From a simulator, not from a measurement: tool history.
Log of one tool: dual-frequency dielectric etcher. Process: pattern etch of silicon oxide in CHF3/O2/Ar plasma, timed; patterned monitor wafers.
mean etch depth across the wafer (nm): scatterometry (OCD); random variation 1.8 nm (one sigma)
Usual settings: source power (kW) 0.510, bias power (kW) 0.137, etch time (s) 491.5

| run | hour | source power (kW) | bias power (kW) | etch time (s) | wafers since the last listed run | hours since the last wet clean | hours since the last source power generator calibration | hours since the last bias power generator calibration | hours since the last upper electrode change | hours since the gauge calibration | read-back reference wafer on the same gauge, depth_nm | mean etch depth across the wafer (nm) |
|---|---|---|---|---|---|---|---|---|---|---|---|---|
| 1 | 0.0 | 0.590 | 0.137 | 491.5 | 0 | 27.0 | 1255.6 | 1968.1 | 3766.2 | 179.4 | 647.0 | 817.6 |
| 2 | 174.3 | 0.590 | 0.137 | 491.5 | 467 | 201.3 | 1429.9 | 2142.4 | 3940.5 | 353.7 | 647.3 | 821.6 |
| 3 | 223.6 | 0.600 | 0.137 | 491.5 | 132 | 250.6 | 1479.2 | 2191.7 | 3989.8 | 403.0 | 646.9 | 823.7 |
| 4 | 257.5 | 0.600 | 0.137 | 491.5 | 90 | 284.5 | 1513.1 | 2225.6 | 4023.7 | 436.9 | 646.9 | 825.0 |
| 5 | 329.1 | 0.600 | 0.137 | 491.5 | 192 | 356.1 | 1584.7 | 2297.2 | 4095.3 | 508.5 | 647.3 | 823.7 |
| 6 | 387.8 | 0.510 | 0.137 | 491.5 | 157 | 414.8 | 1643.4 | 2355.9 | 4154.0 | 567.2 | 646.8 | 779.3 |
|  | 454.9 | wet clean of the chamber |
| 7 | 455.4 | 0.510 | 0.137 | 491.5 | 116 | 0.5 | 1711.0 | 2423.5 | 4221.6 | 634.8 | 647.2 | 774.6 |
| 8 | 499.7 | 0.510 | 0.137 | 491.5 | 118 | 44.8 | 1755.3 | 2467.8 | 4265.9 | 679.1 | 646.9 | 775.3 |
| 9 | 689.7 | 0.510 | 0.137 | 491.5 | 509 | 234.8 | 1945.3 | 2657.8 | 4455.9 | 869.1 | 646.9 | 776.2 |
| 10 | 731.6 | 0.510 | 0.137 | 491.5 | 112 | 276.7 | 1987.2 | 2699.7 | 4497.8 | 911.0 | 647.3 | 775.0 |
|  | 769.5 | upper electrode replaced |
| 11 | 772.2 | 0.510 | 0.137 | 491.5 | 44 | 317.3 | 2027.8 | 2740.3 | 2.7 | 951.6 | 646.8 | 779.0 |
| 12 | 817.1 | 0.510 | 0.153 | 491.5 | 120 | 362.2 | 2072.7 | 2785.2 | 47.6 | 996.5 | 647.1 | 790.0 |
|  | 866.7 | source power generator calibrated |
| 13 | 877.0 | 0.510 | 0.153 | 491.5 | 149 | 422.1 | 10.3 | 2845.1 | 107.5 | 1056.4 | 646.8 | 793.4 |
|  | 934.7 | wet clean of the chamber |
| 14 | 935.2 | 0.510 | 0.153 | 491.5 | 91 | 0.5 | 68.5 | 2903.3 | 165.7 | 1114.6 | 647.3 | 796.4 |
| 15 | 948.1 | 0.440 | 0.121 | 391.0 | 34 | 13.4 | 81.4 | 2916.2 | 178.6 | 1127.5 | 647.2 | 574.6 |
| 16 | 995.8 | 0.510 | 0.137 | 491.5 | 127 | 61.1 | 129.1 | 2963.9 | 226.3 | 1175.2 | 647.0 | 780.3 |
| 17 | 1025.7 | 0.510 | 0.137 | 606.0 | 80 | 91.0 | 159.0 | 2993.8 | 256.2 | 1205.1 | 646.9 | 958.7 |
| 18 | 1067.5 | 0.600 | 0.170 | 619.5 | 112 | 132.8 | 200.8 | 3035.6 | 298.0 | 1246.9 | 646.8 | 1083.3 |
| 19 | 1119.1 | 0.510 | 0.137 | 491.5 | 138 | 184.4 | 252.4 | 3087.2 | 349.6 | 1298.5 | 647.0 | 780.1 |
| 20 | 1178.7 | 0.580 | 0.121 | 491.5 | 159 | 244.0 | 312.0 | 3146.8 | 409.2 | 1358.1 | 647.1 | 796.1 |
| 21 | 1232.8 | 0.570 | 0.137 | 378.0 | 145 | 298.1 | 366.1 | 3200.9 | 463.3 | 1412.2 | 646.7 | 622.2 |
|  | 1254.6 | bias power generator calibrated |
| 22 | 1269.7 | 0.430 | 0.164 | 567.5 | 88 | 335.0 | 403.0 | 15.1 | 500.2 | 1449.1 | 647.2 | 878.5 |
| 23 | 1295.3 | 0.510 | 0.137 | 423.5 | 68 | 360.6 | 428.6 | 40.7 | 525.8 | 1474.7 | 647.3 | 668.7 |
|  | 1322.7 | gauge calibrated |
| 24 | 1332.2 | 0.510 | 0.137 | 491.5 | 98 | 397.5 | 465.5 | 77.6 | 562.7 | 9.5 | 647.4 | 772.9 |
|  | 1356.3 | wet clean of the chamber |
| 25 | 1383.1 | 0.510 | 0.137 | 491.5 | 72 | 26.8 | 516.4 | 128.5 | 613.6 | 60.4 | 646.7 | 781.5 |
| 26 | 1454.3 | 0.400 | 0.128 | 415.0 | 190 | 98.0 | 587.6 | 199.7 | 684.8 | 131.6 | 647.1 | 593.7 |
| 27 | 1479.6 | 0.610 | 0.137 | 618.5 | 67 | 123.3 | 612.9 | 225.0 | 710.1 | 156.9 | 647.2 | 1045.8 |
| 28 | 1519.5 | 0.440 | 0.124 | 415.5 | 107 | 163.2 | 652.8 | 264.9 | 750.0 | 196.8 | 646.9 | 613.1 |
| 29 | 1583.8 | 0.560 | 0.125 | 372.5 | 172 | 227.5 | 717.1 | 329.2 | 814.3 | 261.1 | 647.1 | 599.5 |
| 30 | 1611.0 | 0.580 | 0.159 | 577.0 | 72 | 254.7 | 744.3 | 356.4 | 841.5 | 288.3 | 646.9 | 985.7 |
| 31 | 1755.5 | 0.400 | 0.128 | 415.0 | 387 | 399.2 | 888.8 | 500.9 | 986.0 | 432.8 | 647.1 | 596.0 |

3 ways to go on from here, each from the tool as it stands after run 31. What would each give?
| A | 1756.1 | 0.550 | 0.137 | 491.5 | 1 | 399.8 | 889.4 | 501.5 | 986.6 | 433.4 | ? | ? |
| B | 1756.1 | 0.510 | 0.109 | 587.0 | 1 | 399.8 | 889.4 | 501.5 | 986.6 | 433.4 | ? | ? |
| C | 1756.1 | 0.510 | 0.137 | 559.5 | 1 | 399.8 | 889.4 | 501.5 | 986.6 | 433.4 | ? | ? |

| run | read-back reference wafer on the same gauge, depth_nm | mean etch depth across the wafer (nm) |
|---|---|---|
| A | 647.0 | 799.4 |
| B | 647.0 | 892.6 |
| C | 647.0 | 886.0 |
Without the tool's hidden state the same runs would have given:
| run | mean etch depth across the wafer (nm) |
|---|---|
| A | 799.4 |
| B | 892.6 |
| C | 886.0 |

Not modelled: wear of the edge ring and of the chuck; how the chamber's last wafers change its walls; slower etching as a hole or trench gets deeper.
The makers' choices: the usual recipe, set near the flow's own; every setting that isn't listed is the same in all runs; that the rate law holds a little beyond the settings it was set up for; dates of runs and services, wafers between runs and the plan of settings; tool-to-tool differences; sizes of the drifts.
